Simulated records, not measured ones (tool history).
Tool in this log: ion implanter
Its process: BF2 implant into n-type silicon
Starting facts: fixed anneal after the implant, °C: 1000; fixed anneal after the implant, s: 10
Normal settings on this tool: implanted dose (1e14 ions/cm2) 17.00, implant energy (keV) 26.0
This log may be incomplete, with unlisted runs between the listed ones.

run    hour  implanted dose (1e14 ions/cm2)  implant energy (keV)  read-back reference wafer on the same gauge, sheet resistance  sheet resistance of the implanted and annealed layer (ohm/square)
  1     0.0                           17.00                  31.0                                                         182.99                                                             150.95
  2    51.6                           17.00                  31.0                                                         183.01                                                             150.85
  3   114.8                           14.58                  26.0                                                         182.97                                                             169.88
  4   179.0                           17.00                  26.0                                                         182.94                                                             166.33
  5   244.8                           17.00                  31.5                                                         182.91                                                             149.18
  6   275.8                           17.00                  31.5                                                         183.01                                                             150.06
  7   326.7                           17.00                  26.0                                                         183.02                                                             166.90
  8   355.4                           17.00                  26.0                                                         183.02                                                             166.72
  9   420.7                           17.00                  26.0                                                         182.97                                                             166.89
 10   451.8                           17.00                  26.0                                                         183.09                                                             166.82
 11   506.1                           17.00                  26.0                                                         183.02                                                             166.71
 12   685.3                           20.39                  26.0                                                         183.03                                                             163.37
 13   746.1                           20.39                  26.0                                                         183.00                                                             163.32
 14   828.5                           14.19                  26.0                                                         182.92                                                             171.06
 15   876.3                           14.19                  26.0                                                         182.96                                                             170.83
 16   934.0                           14.19                  26.0                                                         183.00                                                             171.31
 17  1001.2                           17.00                  28.0                                                         182.99                                                             159.87
 18  1051.6                           19.00                  33.5                                                         182.94                                                             142.57
 19  1112.8                           17.00                  26.0                                                         183.07                                                             166.66
 20  1173.4                           17.00                  26.0                                                         183.01                                                             161.36
 21  1206.2                           18.70                  20.5                                                         182.99                                                             183.27
 22  1239.9                           19.15                  35.0                                                         183.02                                                             135.24
 23  1285.0                           17.00                  26.0                                                         182.96                                                             161.62
 24  1356.9                           13.08                  20.0                                                         183.03                                                             194.59
 25  1407.9                           20.22                  26.0                                                         182.98                                                             159.46
 26  1436.2                           12.20                  26.0                                                         182.89                                                             171.24
 27  1463.1                           17.00                  26.0                                                         183.02                                                             162.54
 28  1496.8                           17.00                  23.5                                                         183.08                                                             172.64
 29  1564.2                           19.08                  33.0                                                         183.02                                                             140.86
 30  1633.1                           15.53                  35.0                                                         182.97                                                             139.15
 31  1678.0                           18.90                  32.0                                                         182.96                                                             142.94
 32  1713.8                           14.67                  18.5                                                         182.92                                                             200.30
 33  1781.0                           17.00                  26.0                                                         183.01                                                             163.03
 34  1822.3                           18.36                  34.0                                                         182.99                                                             138.86
 35  1872.6                           12.07                  26.0                                                         183.02                                                             172.49

Between the runs listed above, the log contained 5 entries, not reproduced here. Where in the sequence does each belong, and how does what the log doesn't record of the tool's condition differ from the listed run before to the listed run after?
Run 3 -> run 4: Faraday cup replaced and dose calibrated (hour 176.7)
  deviation of the true energy from its setpoint, %: -4.35 -> -4.37
  what was measured, less what the result would be without the hidden state, sheet resistance of the implanted and annealed layer (ohm/square): +4.17 -> +4.12
Run 5 -> run 6: gauge calibrated (hour 245.0)
  deviation of the true energy from its setpoint, %: -4.38 -> -4.39
  what was measured, less what the result would be without the hidden state, sheet resistance of the implanted and annealed layer (ohm/square): +3.76 -> +3.79
Run 19 -> run 20: extraction supply calibrated (hour 1158.1)
  deviation of the true energy from its setpoint, %: -4.53 -> 0.504
  what was measured, less what the result would be without the hidden state, sheet resistance of the implanted and annealed layer (ohm/square): +4.28 -> -0.46
Run 25 -> run 26: gauge calibrated (hour 1408.2); Faraday cup replaced and dose calibrated (hour 1430.0)
  deviation of the true energy from its setpoint, %: -0.0465 -> -0.108
  what was measured, less what the result would be without the hidden state, sheet resistance of the implanted and annealed layer (ohm/square): +0.04 -> +0.10
